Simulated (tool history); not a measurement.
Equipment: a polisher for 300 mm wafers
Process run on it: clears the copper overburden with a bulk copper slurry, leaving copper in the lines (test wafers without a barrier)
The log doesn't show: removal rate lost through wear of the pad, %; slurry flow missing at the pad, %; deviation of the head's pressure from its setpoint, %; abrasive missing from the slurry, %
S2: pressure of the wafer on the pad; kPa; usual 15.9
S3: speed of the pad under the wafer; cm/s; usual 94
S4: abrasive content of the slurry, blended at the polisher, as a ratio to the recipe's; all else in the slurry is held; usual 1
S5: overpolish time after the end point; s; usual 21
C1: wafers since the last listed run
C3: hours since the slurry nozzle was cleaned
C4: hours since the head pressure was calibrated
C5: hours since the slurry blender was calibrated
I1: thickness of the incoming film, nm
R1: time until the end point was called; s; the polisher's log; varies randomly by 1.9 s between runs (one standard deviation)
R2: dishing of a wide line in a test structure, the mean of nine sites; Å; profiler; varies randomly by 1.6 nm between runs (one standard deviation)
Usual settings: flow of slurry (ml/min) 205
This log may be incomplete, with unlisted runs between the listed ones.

run 1 hour=0.0 | flow_of_slurry_(ml/min)=205 S2=15.9 S3=94 S4=1 S5=21 | C1=0 wafers_polished_on_this_pad=1010 C3=332.6 C4=166.6 C5=161.3 | I1=922.7 | R1=97.0 R2=768
run 2 hour=10.1 | flow_of_slurry_(ml/min)=205 S2=15.9 S3=94 S4=1 S5=21 | C1=66 wafers_polished_on_this_pad=1076 C3=342.7 C4=176.7 C5=171.4 | I1=940.0 | R1=96.7 R2=732
run 3 hour=18.1 | flow_of_slurry_(ml/min)=205 S2=15.9 S3=94 S4=1 S5=21 | C1=52 wafers_polished_on_this_pad=1129 C3=350.7 C4=184.7 C5=179.4 | I1=929.6 | R1=99.8 R2=707
run 4 hour=25.7 | flow_of_slurry_(ml/min)=205 S2=15.9 S3=94 S4=1 S5=21 | C1=50 wafers_polished_on_this_pad=1179 C3=358.3 C4=192.3 C5=187.0 | I1=945.7 | R1=100.7 R2=725
run 5 hour=42.8 | flow_of_slurry_(ml/min)=205 S2=15.9 S3=94 S4=1 S5=21 | C1=112 wafers_polished_on_this_pad=1292 C3=375.4 C4=209.4 C5=204.1 | I1=919.6 | R1=98.2 R2=726
run 6 hour=58.1 | flow_of_slurry_(ml/min)=205 S2=15.9 S3=94 S4=1 S5=21 | C1=100 wafers_polished_on_this_pad=1393 C3=390.7 C4=224.7 C5=219.4 | I1=937.2 | R1=99.2 R2=771
run 7 hour=67.3 | flow_of_slurry_(ml/min)=205 S2=15.9 S3=94 S4=1 S5=21 | C1=60 wafers_polished_on_this_pad=1453 C3=399.9 C4=233.9 C5=228.6 | I1=937.4 | R1=100.1 R2=720
run 8 hour=83.0 | flow_of_slurry_(ml/min)=205 S2=15.9 S3=94 S4=1 S5=21 | C1=103 wafers_polished_on_this_pad=1557 C3=415.6 C4=249.6 C5=244.3 | I1=946.0 | R1=97.3 R2=739
-- hour=97.4 worn pad replaced by a new one
run 9 hour=97.9 | flow_of_slurry_(ml/min)=205 S2=15.9 S3=94 S4=1 S5=15 | C1=71 wafers_polished_on_this_pad=3 C3=430.5 C4=264.5 C5=259.2 | I1=944.0 | R1=100.4 R2=611
run 10 hour=103.1 | flow_of_slurry_(ml/min)=205 S2=15.9 S3=94 S4=1 S5=15 | C1=34 wafers_polished_on_this_pad=37 C3=435.7 C4=269.7 C5=264.4 | I1=932.2 | R1=99.8 R2=618
run 11 hour=111.9 | flow_of_slurry_(ml/min)=205 S2=15.9 S3=94 S4=1 S5=21 | C1=57 wafers_polished_on_this_pad=95 C3=444.5 C4=278.5 C5=273.2 | I1=932.8 | R1=103.6 R2=752

What does the tool deliver on the next run?
run 12 hour=126.3 | flow_of_slurry_(ml/min)=205 S2=15.9 S3=94 S4=1 S5=21 | C1=94 wafers_polished_on_this_pad=190 C3=458.9 C4=292.9 C5=287.6 | I1=930.9 | R1=? R2=?

Run 12 produced R1 103.3 s, R2 725 Å.
Were there no unlogged condition in the tool, this run, its random variation unchanged, would have produced R1 103.3 s, R2 725 Å.
